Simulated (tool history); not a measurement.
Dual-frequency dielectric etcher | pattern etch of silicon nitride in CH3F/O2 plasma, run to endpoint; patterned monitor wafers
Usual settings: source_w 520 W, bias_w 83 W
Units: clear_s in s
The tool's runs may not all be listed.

| run | hour | source_w | bias_w | incoming incoming film thickness, nm | clear_s |
|---|---|---|---|---|---|
| 1 | 0 | 520 | 83 | 84.8 | 80.5 |
| 2 | 46.5 | 520 | 83 | 83.2 | 79.1 |
| 3 | 142.1 | 520 | 83 | 83.9 | 79.5 |
| 4 | 183.4 | 520 | 78 | 84.5 | 82.4 |
| 5 | 228.8 | 520 | 78 | 84.7 | 82.5 |
| 6 | 285.4 | 520 | 78 | 84.7 | 82.7 |
|  | 367.1 | wet clean of the chamber |
| 7 | 383.6 | 520 | 83 | 84.8 | 83.8 |
| 8 | 448 | 520 | 68 | 85.4 | 89.8 |
| 9 | 543.1 | 520 | 68 | 84.8 | 88.8 |
| 10 | 625.7 | 480 | 83 | 84.1 | 85.4 |
| 11 | 707.8 | 480 | 83 | 83.6 | 85.4 |
| 12 | 780.3 | 520 | 83 | 84.2 | 84.5 |
|  | 929.1 | wet clean of the chamber, repeated, since the last time left the tool worse |
|  | 1010.9 | bias power generator calibrated |
| 13 | 1066.8 | 520 | 83 | 85.1 | 79.8 |
|  | 1114.3 | upper electrode replaced |
| 14 | 1149.7 | 560 | 83 | 84.6 | 78.4 |
| 15 | 1206.9 | 400 | 83 | 83.8 | 84 |
| 16 | 1272.9 | 640 | 69 | 84.9 | 81 |
| 17 | 1319.7 | 460 | 73 | 83.7 | 85.5 |
| 18 | 1382 | 570 | 83 | 84.3 | 78.2 |
| 19 | 1441.4 | 520 | 64 | 83.2 | 85.8 |
| 20 | 1511.9 | 520 | 83 | 84.7 | 81.3 |
|  | 1519.1 | source power generator calibrated |
|  | 1543.1 | wet clean of the chamber |
| 21 | 1550.4 | 420 | 70 | 84.8 | 88.2 |
| 22 | 1592.8 | 520 | 83 | 85.6 | 80.1 |
| 23 | 1629.1 | 460 | 75 | 83.9 | 84.1 |
| 24 | 1709.1 | 390 | 69 | 83.8 | 89.6 |
| 25 | 1781.1 | 520 | 75 | 83.8 | 82.1 |
| 26 | 1862.7 | 400 | 71 | 85 | 90.3 |

Forecast run 27:
| 27 | 1909.7 | 470 | 83 | 83.9 | ? |

Run 27 gave clear_s 82.3 s.
Without the tool's hidden state the same run would have given clear_s 80.9 s.
